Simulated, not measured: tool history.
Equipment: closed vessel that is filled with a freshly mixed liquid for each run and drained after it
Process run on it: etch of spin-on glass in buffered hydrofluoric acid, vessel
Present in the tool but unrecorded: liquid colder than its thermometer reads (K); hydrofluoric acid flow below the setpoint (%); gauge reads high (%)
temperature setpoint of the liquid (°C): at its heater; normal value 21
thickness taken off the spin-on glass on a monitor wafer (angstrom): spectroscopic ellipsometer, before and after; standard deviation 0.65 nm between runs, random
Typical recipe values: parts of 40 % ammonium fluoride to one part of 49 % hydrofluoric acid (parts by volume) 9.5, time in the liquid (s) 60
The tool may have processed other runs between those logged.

run,hour,temperature setpoint of the liquid (°C),parts of 40 % ammonium fluoride to one part of 49 % hydrofluoric acid (parts by volume),time in the liquid (s),wafers since the last listed run,hours since the thermometer was replaced,hours since the hydrofluoric acid flow meter was replaced,hours since the gauge calibration,"read-back film thickness of the spin-on glass reference wafer, read on the same gauge (nm)",thickness taken off the spin-on glass on a monitor wafer (angstrom)
1,0,21,9.5,60,0,1963.1,1485.7,34.5,100.01,1736
2,56.5,21,9.5,60,5955,2019.6,1542.2,91,100,1732.3
3,105.9,21,9.5,60,5206,2069,1591.6,140.4,99.99,1727.7
4,144.8,21,9.5,80,4100,2107.9,1630.5,179.3,100.03,2297.9
5,175.2,21,9.5,80,3204,2138.3,1660.9,209.7,100.04,2322.8
# hour 196.9: hydrofluoric acid flow meter replaced
6,224.9,21,9.5,80,5133,2188,28,259.4,100,2301.7
7,273.2,21,8,60,5090,2236.3,76.3,307.7,100,2038.6
8,303.5,21,9.5,60,3193,2266.6,106.6,338,99.97,1720
9,339.7,24.5,12,60,3815,2302.8,142.8,374.2,100.01,1703.9
10,366.6,25,8,40,2835,2329.7,169.7,401.1,100,1699.7
# hour 432: gauge calibrated
11,432.9,25.5,13,85,6988,2396,236,0.9,100,2350.1
# hour 457.7: thermometer replaced
12,458.2,21,9.5,50,2561,0.5,261.3,26.2,100,1444.2
13,508.7,21,9.5,60,5322,51,311.8,76.7,100.01,1729.7
14,561.8,18.5,7,70,5596,104.1,364.9,129.8,100,2383.2
15,595.4,26,7.5,60,3541,137.7,398.5,163.4,100,2866.8

3 options for the next run, each taken on its own from the tool as it stands now. Forecast them:
A,596.1,21,9.5,60,73,138.4,399.2,164.1,?,?
B,596.1,21,9.5,90,73,138.4,399.2,164.1,?,?
C,596.1,21,9.5,85,73,138.4,399.2,164.1,?,?

run,"read-back film thickness of the spin-on glass reference wafer, read on the same gauge (nm)",thickness taken off the spin-on glass on a monitor wafer (angstrom)
A,99.98,1731.4
B,99.98,2597
C,99.98,2452.8
The same runs, with their run-to-run variation unchanged, on a tool lacking any hidden condition would have given:
run,thickness taken off the spin-on glass on a monitor wafer (angstrom)
A,1731.4
B,2597
C,2452.8
